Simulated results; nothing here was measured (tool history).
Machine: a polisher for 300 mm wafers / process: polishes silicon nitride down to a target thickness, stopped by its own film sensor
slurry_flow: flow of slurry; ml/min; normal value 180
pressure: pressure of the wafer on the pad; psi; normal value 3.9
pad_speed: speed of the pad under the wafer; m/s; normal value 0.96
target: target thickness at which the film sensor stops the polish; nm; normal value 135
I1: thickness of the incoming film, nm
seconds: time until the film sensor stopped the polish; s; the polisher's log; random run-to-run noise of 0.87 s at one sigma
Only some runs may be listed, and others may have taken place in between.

Run 1, hour 0: usual settings; I1 226.9. Result: seconds 46 s.
Run 2, hour 54: usual settings but pressure 5 psi; I1 227.5. Result: seconds 35.7 s.
Run 3, hour 93.1: usual settings but pressure 5 psi; I1 231.9. Result: seconds 35.9 s.
Run 4, hour 155: usual settings but pad_speed 1.16 m/s; I1 229.3. Result: seconds 40 s.
Run 5, hour 363.6: usual settings; I1 229.5. Result: seconds 44.4 s.
Run 6, hour 441.8: usual settings; I1 233.3. Result: seconds 47.4 s.
Run 7, hour 513.1: usual settings; I1 234.3. Result: seconds 50 s.
Run 8, hour 616.5: usual settings; I1 233.5. Result: seconds 47 s.
Run 9, hour 660.8: usual settings; I1 230.7. Result: seconds 46.6 s.
Run 10, hour 748.4: usual settings; I1 229.8. Result: seconds 46.7 s.
Run 11, hour 829.2: usual settings; I1 229.5. Result: seconds 45 s.
Run 12, hour 930.1: usual settings; I1 228.2. Result: seconds 45.5 s.
Run 13, hour 979.8: usual settings; I1 231.6. Result: seconds 48.5 s.
Run 14, hour 1046.5: usual settings but pad_speed 0.8 m/s; I1 226.2. Result: seconds 51.4 s.
Run 15, hour 1139: usual settings but slurry_flow 160 ml/min; I1 225.8. Result: seconds 45.8 s.
Run 16, hour 1225: usual settings but slurry_flow 140 ml/min; I1 230. Result: seconds 46.7 s.
Run 17, hour 1271.2: usual settings but slurry_flow 150 ml/min, pressure 3.1 psi, pad_speed 1.18 m/s, target 118 nm; I1 230.1. Result: seconds 60.4 s.
Run 18, hour 1325.1: usual settings; I1 227.1. Result: seconds 45 s.
Run 19, hour 1391.3: usual settings but pressure 5 psi, pad_speed 1.24 m/s, target 148 nm; I1 230.8. Result: seconds 26.3 s.
Run 20, hour 1627.3: usual settings but slurry_flow 145 ml/min, pressure 3.2 psi, pad_speed 0.74 m/s; I1 231. Result: seconds 70 s.
Run 21, hour 1693.7: usual settings; I1 234.1. Result: seconds 49.1 s.
Run 22, hour 1799.3: usual settings but slurry_flow 130 ml/min, pressure 4.7 psi, target 102 nm; I1 226.4. Result: seconds 51.7 s.
Run 23, hour 1903.6: usual settings but slurry_flow 245 ml/min, pressure 2.8 psi; I1 229.1. Result: seconds 62.7 s.
Run 24, hour 1941.7: usual settings; I1 231.6. Result: seconds 46.9 s.
Run 25, hour 2016.1: usual settings but pressure 5.2 psi, pad_speed 0.84 m/s; I1 228.7. Result: seconds 39.4 s.
Run 26, hour 2093.9: usual settings but slurry_flow 140 ml/min, pressure 2.7 psi, target 119 nm; I1 229.6. Result: seconds 80.3 s.
Run 27, hour 2174.7: usual settings but pressure 5 psi, target 164 nm; I1 225.9. Result: seconds 23.9 s.
Run 28, hour 2265.6: usual settings but slurry_flow 160 ml/min; I1 229.9. Result: seconds 46.8 s.
Run 29, hour 2330.9: usual settings but pressure 5.3 psi; I1 232.5. Result: seconds 35 s.
Run 30, hour 2422.9: usual settings but pad_speed 1.24 m/s, target 152 nm; I1 227.1. Result: seconds 30.7 s.
Run 31, hour 2511.5: usual settings but slurry_flow 135 ml/min, pad_speed 1.08 m/s; I1 232.4. Result: seconds 44.9 s.
Run 32, hour 2558.3: usual settings but pressure 2.6 psi, target 165 nm; I1 228.6. Result: seconds 47.3 s.
Run 33, hour 2657: usual settings but slurry_flow 235 ml/min, pressure 3.5 psi, pad_speed 1.08 m/s, target 157 nm; I1 230.6. Result: seconds 35.3 s.
Run 34, hour 2746.2: usual settings but slurry_flow 135 ml/min, pad_speed 1.08 m/s; I1 233. Result: seconds 44.9 s.
Run 35, hour 2817.7: usual settings but pad_speed 0.72 m/s; I1 231.6. Result: seconds 59.8 s.
Run 36, hour 2856.5: usual settings; I1 227.6. Result: seconds 45.3 s.
Run 37, hour 2961: usual settings but slurry_flow 160 ml/min, pad_speed 0.78 m/s, target 154 nm; I1 225.5. Result: seconds 41.4 s.
Run 38, hour 3019.9: usual settings but slurry_flow 130 ml/min, pressure 2.6 psi, pad_speed 1.08 m/s; I1 229.6. Result: seconds 65.3 s.

Put back what was entered between runs (11 entries, withheld): which listed runs does each sit between, and how does the hidden state differ from the listed run before to the listed run after?
Runs 6 to 7: slurry nozzle cleaned (hour 504)
  no difference in the tool's unlogged condition between these two runs
Runs 7 to 8: worn pad replaced by a new one (hour 564)
  no difference in the tool's unlogged condition between these two runs
Runs 10 to 11: head pressure recalibrated (hour 784.5)
  no difference in the tool's unlogged condition between these two runs
Runs 15 to 16: slurry nozzle cleaned (hour 1186.4)
  no difference in the tool's unlogged condition between these two runs
Runs 17 to 18: worn pad replaced by a new one (hour 1298.2)
  no difference in the tool's unlogged condition between these two runs
Runs 22 to 23: head pressure recalibrated (hour 1855.2)
  no difference in the tool's unlogged condition between these two runs
Runs 24 to 25: worn pad replaced by a new one (hour 1972.5)
  no difference in the tool's unlogged condition between these two runs
Runs 25 to 26: slurry nozzle cleaned (hour 2029.4)
  no difference in the tool's unlogged condition between these two runs
Runs 32 to 33: worn pad replaced by a new one (hour 2649.8)
  no difference in the tool's unlogged condition between these two runs
Runs 33 to 34: head pressure recalibrated (hour 2687.7)
  no difference in the tool's unlogged condition between these two runs
Runs 36 to 37: slurry nozzle cleaned (hour 2911.4)
  no difference in the tool's unlogged condition between these two runs
